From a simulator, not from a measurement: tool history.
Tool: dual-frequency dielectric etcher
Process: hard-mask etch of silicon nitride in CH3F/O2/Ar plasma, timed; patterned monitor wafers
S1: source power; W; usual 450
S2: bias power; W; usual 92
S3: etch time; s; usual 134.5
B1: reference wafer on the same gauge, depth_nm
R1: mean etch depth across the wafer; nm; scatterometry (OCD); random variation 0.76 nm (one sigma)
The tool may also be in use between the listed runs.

Run 1, hour 0: usual settings but S3 150.5 s; B1 91.8. Result: R1 124.9 nm.
Run 2, hour 21: usual settings but S1 480 W, S3 161 s; B1 91.9. Result: R1 135.9 nm.
Run 3, hour 46.2: usual settings but S1 410 W; B1 92.2. Result: R1 107.3 nm.
Run 4, hour 60.1: usual settings but S1 410 W; B1 92. Result: R1 107.9 nm.
Run 5, hour 119.4: usual settings but S1 410 W; B1 92.1. Result: R1 107.6 nm.
Run 6, hour 145.3: usual settings but S2 85 W; B1 91.9. Result: R1 106.5 nm.
Run 7, hour 175.7: usual settings but S2 85 W; B1 92. Result: R1 107.7 nm.
At hour 202.5: bias power generator calibrated.
Run 8, hour 210.1: usual settings but S2 85 W; B1 91.9. Result: R1 108.1 nm.
Run 9, hour 233.9: usual settings but S2 80 W; B1 91.8. Result: R1 104.2 nm.
Run 10, hour 250.7: usual settings but S2 80 W; B1 92. Result: R1 104 nm.
At hour 273.3: gauge calibrated.
Run 11, hour 279.6: usual settings but S1 420 W; B1 91.7. Result: R1 111.3 nm.
At hour 308.5: source power generator calibrated.
Run 12, hour 309.7: usual settings but S1 420 W; B1 92.1. Result: R1 110.7 nm.
At hour 335.4: upper electrode replaced.
At hour 336.4: wet clean of the chamber.
Run 13, hour 336.9: usual settings but S2 103 W; B1 92.1. Result: R1 116.2 nm.
Run 14, hour 349.5: usual settings but S2 107 W, S3 148 s; B1 92. Result: R1 130.4 nm.
Run 15, hour 378.7: usual settings but S1 520 W, S3 119 s; B1 92. Result: R1 101.6 nm.
Run 16, hour 405.3: usual settings but S1 390 W, S2 75 W; B1 92. Result: R1 92.4 nm.
Run 17, hour 423.1: usual settings; B1 92. Result: R1 109.1 nm.
Run 18, hour 443.6: usual settings but S2 80 W; B1 91.9. Result: R1 100.9 nm.
Run 19, hour 462.9: usual settings; B1 91.9. Result: R1 111.8 nm.
Run 20, hour 477.4: usual settings but S2 105 W; B1 92. Result: R1 120.9 nm.
Run 21, hour 502.2: usual settings but S1 360 W, S2 109 W, S3 170 s; B1 91.9. Result: R1 142.6 nm.
Run 22, hour 525.1: usual settings but S1 390 W; B1 92.1. Result: R1 104.7 nm.
Run 23, hour 548.6: usual settings but S2 81 W; B1 92. Result: R1 103.5 nm.
Run 24, hour 579: usual settings; B1 92. Result: R1 111.5 nm.
Run 25, hour 614.1: usual settings but S1 410 W, S2 81 W, S3 94.5 s; B1 92.1. Result: R1 72 nm.
Run 26, hour 639.6: usual settings but S1 400 W, S3 153.5 s; B1 91.9. Result: R1 123.7 nm.
Run 27, hour 652.2: usual settings but S1 530 W, S2 70 W, S3 175 s; B1 92. Result: R1 132.5 nm.
Run 28, hour 673.8: usual settings but S1 380 W, S2 112 W, S3 168.5 s; B1 92.1. Result: R1 148.7 nm.
Run 29, hour 697.2: usual settings but S3 147 s; B1 91.8. Result: R1 123.5 nm.

5 ways to go on from here, each from the tool as it stands after run 29. What would each give?
Run A, hour 697.7: usual settings but S1 500 W; B1 ?. Result: R1 ?.
Run B, hour 697.7: usual settings but S1 420 W, S2 114 W, S3 168 s; B1 ?. Result: R1 ?.
Run C, hour 697.7: usual settings but S1 410 W, S2 73 W, S3 98 s; B1 ?. Result: R1 ?.
Run D, hour 697.7: usual settings but S1 540 W, S2 83 W, S3 165.5 s; B1 ?. Result: R1 ?.
Run E, hour 697.7: usual settings but S3 96 s; B1 ?. Result: R1 ?.

run    B1     R1
  A  91.9  117.8
  B  91.9  155.5
  C  91.9   69.4
  D  91.9  140.7
  E  91.9   80.8
Without the tool's hidden state the same runs would have given:
run     R1
  A  113.9
  B  150.3
  C   67.1
  D    136
  E   78.2
